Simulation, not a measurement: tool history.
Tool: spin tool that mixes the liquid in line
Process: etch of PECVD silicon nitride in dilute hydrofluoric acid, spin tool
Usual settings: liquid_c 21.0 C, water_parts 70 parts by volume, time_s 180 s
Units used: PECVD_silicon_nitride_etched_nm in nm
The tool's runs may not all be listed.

| run | hour | liquid_c | water_parts | time_s | read-back film thickness of the PECVD silicon nitride reference wafer, read on the same gauge (nm) | PECVD_silicon_nitride_etched_nm |
|---|---|---|---|---|---|---|
| 1 | 0.0 | 21.0 | 90 | 180 | 110.00 | 8.38 |
| 2 | 47.2 | 21.0 | 70 | 180 | 110.00 | 10.63 |
| 3 | 100.1 | 21.0 | 70 | 180 | 109.98 | 10.56 |
| 4 | 129.0 | 21.0 | 70 | 180 | 110.00 | 10.50 |
| 5 | 199.7 | 19.5 | 70 | 145 | 110.00 | 7.53 |
| 6 | 249.6 | 21.0 | 70 | 180 | 110.00 | 10.35 |
| 7 | 305.6 | 21.0 | 70 | 180 | 110.00 | 10.24 |
| 8 | 364.7 | 21.0 | 70 | 180 | 110.01 | 10.17 |
| 9 | 404.2 | 21.0 | 70 | 180 | 109.99 | 10.24 |
| 10 | 469.0 | 21.0 | 70 | 180 | 110.01 | 10.12 |
|  | 484.1 | hydrofluoric acid flow meter replaced |
| 11 | 505.3 | 21.0 | 70 | 180 | 110.02 | 10.78 |
| 12 | 544.3 | 21.0 | 70 | 180 | 109.97 | 10.59 |
| 13 | 580.8 | 21.0 | 70 | 180 | 109.98 | 10.87 |
| 14 | 638.8 | 21.0 | 55 | 180 | 109.99 | 13.51 |
| 15 | 744.5 | 21.0 | 70 | 180 | 110.00 | 10.63 |
| 16 | 833.8 | 19.0 | 85 | 180 | 110.02 | 7.50 |
| 17 | 869.4 | 24.5 | 95 | 180 | 110.00 | 9.72 |
|  | 879.9 | gauge calibrated |
|  | 900.8 | thermometer replaced |
| 18 | 909.9 | 25.0 | 70 | 290 | 110.00 | 21.90 |
| 19 | 980.1 | 17.5 | 45 | 290 | 110.00 | 19.98 |
| 20 | 1039.0 | 24.0 | 70 | 180 | 110.02 | 12.62 |
|  | 1058.2 | hydrofluoric acid flow meter replaced |
| 21 | 1090.9 | 21.0 | 70 | 180 | 110.00 | 10.92 |

Predict the results of run 22:
| 22 | 1153.8 | 17.0 | 70 | 95 | ? | ? |

read-back film thickness of the PECVD silicon nitride reference wafer, read on the same gauge (nm): 110.00
PECVD_silicon_nitride_etched_nm: 4.34 nm
If the tool had no hidden condition, the same run with the same run-to-run variation would have returned PECVD_silicon_nitride_etched_nm 4.38 nm.
